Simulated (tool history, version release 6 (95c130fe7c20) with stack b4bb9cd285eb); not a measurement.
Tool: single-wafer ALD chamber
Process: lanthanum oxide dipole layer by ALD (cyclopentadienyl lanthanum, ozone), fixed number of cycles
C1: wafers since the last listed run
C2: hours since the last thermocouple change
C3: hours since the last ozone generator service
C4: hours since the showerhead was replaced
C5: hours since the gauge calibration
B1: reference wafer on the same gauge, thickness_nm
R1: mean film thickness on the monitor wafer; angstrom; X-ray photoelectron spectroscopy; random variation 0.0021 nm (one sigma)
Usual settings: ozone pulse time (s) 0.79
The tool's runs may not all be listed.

run 1 hour=0 | ozone_pulse_time_(s)=0.87 | C1=0 C2=351 C3=140.3 C4=6128.8 C5=804 | B1=0.397 | R1=4.66
run 2 hour=70 | ozone_pulse_time_(s)=0.87 | C1=1614 C2=421 C3=210.3 C4=6198.8 C5=874 | B1=0.396 | R1=4.63
run 3 hour=106.7 | ozone_pulse_time_(s)=0.87 | C1=846 C2=457.7 C3=247 C4=6235.5 C5=910.7 | B1=0.397 | R1=4.65
run 4 hour=178.5 | ozone_pulse_time_(s)=0.58 | C1=1656 C2=529.5 C3=318.8 C4=6307.3 C5=982.5 | B1=0.397 | R1=4.06
run 5 hour=216.9 | ozone_pulse_time_(s)=0.58 | C1=885 C2=567.9 C3=357.2 C4=6345.7 C5=1020.9 | B1=0.396 | R1=3.99
run 6 hour=259.3 | ozone_pulse_time_(s)=0.58 | C1=978 C2=610.3 C3=399.6 C4=6388.1 C5=1063.3 | B1=0.397 | R1=4.03
run 7 hour=316.8 | ozone_pulse_time_(s)=0.79 | C1=1326 C2=667.8 C3=457.1 C4=6445.6 C5=1120.8 | B1=0.397 | R1=4.42
run 8 hour=342.7 | ozone_pulse_time_(s)=0.61 | C1=597 C2=693.7 C3=483 C4=6471.5 C5=1146.7 | B1=0.397 | R1=4.05
run 9 hour=408.6 | ozone_pulse_time_(s)=0.61 | C1=1520 C2=759.6 C3=548.9 C4=6537.4 C5=1212.6 | B1=0.397 | R1=4.06
run 10 hour=433.7 | ozone_pulse_time_(s)=0.79 | C1=579 C2=784.7 C3=574 C4=6562.5 C5=1237.7 | B1=0.397 | R1=4.39
run 11 hour=579.8 | ozone_pulse_time_(s)=0.55 | C1=3370 C2=930.8 C3=720.1 C4=6708.6 C5=1383.8 | B1=0.397 | R1=3.89
run 12 hour=631.3 | ozone_pulse_time_(s)=0.79 | C1=1188 C2=982.3 C3=771.6 C4=6760.1 C5=1435.3 | B1=0.397 | R1=4.34
-- hour=662.4 ozone generator serviced
run 13 hour=839.6 | ozone_pulse_time_(s)=0.79 | C1=4621 C2=1190.6 C3=177.2 C4=6968.4 C5=1643.6 | B1=0.397 | R1=4.02
run 14 hour=903 | ozone_pulse_time_(s)=1.03 | C1=1462 C2=1254 C3=240.6 C4=7031.8 C5=1707 | B1=0.397 | R1=4.4
-- hour=937.5 showerhead replaced
-- hour=946 thermocouple changed; heater temperature recalibrated
run 15 hour=958.4 | ozone_pulse_time_(s)=0.7 | C1=909 C2=12.4 C3=296 C4=20.9 C5=1762.4 | B1=0.397 | R1=3.76
-- hour=1002.7 ozone generator serviced, repeated, since the last time left the tool worse
run 16 hour=1149.4 | ozone_pulse_time_(s)=0.88 | C1=4222 C2=203.4 C3=146.7 C4=211.9 C5=1953.4 | B1=0.397 | R1=4.72
run 17 hour=1182.2 | ozone_pulse_time_(s)=0.79 | C1=756 C2=236.2 C3=179.5 C4=244.7 C5=1986.2 | B1=0.397 | R1=4.55
run 18 hour=1232 | ozone_pulse_time_(s)=0.79 | C1=1148 C2=286 C3=229.3 C4=294.5 C5=2036 | B1=0.397 | R1=4.5
run 19 hour=1266 | ozone_pulse_time_(s)=0.68 | C1=784 C2=320 C3=263.3 C4=328.5 C5=2070 | B1=0.397 | R1=4.29
run 20 hour=1300.8 | ozone_pulse_time_(s)=0.53 | C1=802 C2=354.8 C3=298.1 C4=363.3 C5=2104.8 | B1=0.396 | R1=3.96
run 21 hour=1347.4 | ozone_pulse_time_(s)=0.89 | C1=1075 C2=401.4 C3=344.7 C4=409.9 C5=2151.4 | B1=0.397 | R1=4.65
run 22 hour=1393.3 | ozone_pulse_time_(s)=0.59 | C1=1058 C2=447.3 C3=390.6 C4=455.8 C5=2197.3 | B1=0.397 | R1=4.07
run 23 hour=1447.9 | ozone_pulse_time_(s)=0.79 | C1=1259 C2=501.9 C3=445.2 C4=510.4 C5=2251.9 | B1=0.397 | R1=4.47
-- hour=1466.9 gauge calibrated
run 24 hour=1506.5 | ozone_pulse_time_(s)=0.99 | C1=1351 C2=560.5 C3=503.8 C4=569 C5=39.6 | B1=0.398 | R1=4.76
run 25 hour=1544.7 | ozone_pulse_time_(s)=1.08 | C1=881 C2=598.7 C3=542 C4=607.2 C5=77.8 | B1=0.398 | R1=4.88
-- hour=1621.2 ozone generator serviced
run 26 hour=1621.7 | ozone_pulse_time_(s)=0.79 | C1=1591 C2=675.7 C3=0.5 C4=684.2 C5=154.8 | B1=0.398 | R1=4.69
run 27 hour=1685.3 | ozone_pulse_time_(s)=0.92 | C1=1467 C2=739.3 C3=64.1 C4=747.8 C5=218.4 | B1=0.397 | R1=4.82
run 28 hour=1826.5 | ozone_pulse_time_(s)=1.05 | C1=3257 C2=880.5 C3=205.3 C4=889 C5=359.6 | B1=0.397 | R1=4.91
run 29 hour=1885.8 | ozone_pulse_time_(s)=0.99 | C1=1368 C2=939.8 C3=264.6 C4=948.3 C5=418.9 | B1=0.396 | R1=4.8
run 30 hour=1932.1 | ozone_pulse_time_(s)=0.96 | C1=1068 C2=986.1 C3=310.9 C4=994.6 C5=465.2 | B1=0.397 | R1=4.77
run 31 hour=1996.5 | ozone_pulse_time_(s)=0.62 | C1=1485 C2=1050.5 C3=375.3 C4=1059 C5=529.6 | B1=0.397 | R1=4.11
run 32 hour=2037.3 | ozone_pulse_time_(s)=0.65 | C1=941 C2=1091.3 C3=416.1 C4=1099.8 C5=570.4 | B1=0.397 | R1=4.15
run 33 hour=2068.2 | ozone_pulse_time_(s)=0.79 | C1=712 C2=1122.2 C3=447 C4=1130.7 C5=601.3 | B1=0.397 | R1=4.47

Hidden state or all else? Some run-to-run changes of R1, split into what the settings, what came in and random variation would give without the hidden state, and what is left for the hidden state (with any gauge scatter that isn't in both results):
The hidden state here: wafer temperature above the value expected at the setpoint (K); ozone dose above that of a generator just serviced (%); gauge reads high (%).
Run 12 -> 13: ozone generator serviced. R1 -0.32 angstrom: hidden state -0.37, all else +0.05.
Run 15 -> 16: ozone pulse time (s) 0.7 -> 0.88, ozone generator serviced, repeated, since the last time left the tool worse. R1 +0.96 angstrom: hidden state +0.65, all else +0.31.
Run 20 -> 21: ozone pulse time (s) 0.53 -> 0.89. R1 +0.69 angstrom: hidden state +0.01, all else +0.68.
Run 25 -> 26: ozone pulse time (s) 1.08 -> 0.79, ozone generator serviced. R1 -0.19 angstrom: hidden state +0.22, all else -0.41.
Run 30 -> 31: ozone pulse time (s) 0.96 -> 0.62. R1 -0.66 angstrom: hidden state -0.05, all else -0.61.

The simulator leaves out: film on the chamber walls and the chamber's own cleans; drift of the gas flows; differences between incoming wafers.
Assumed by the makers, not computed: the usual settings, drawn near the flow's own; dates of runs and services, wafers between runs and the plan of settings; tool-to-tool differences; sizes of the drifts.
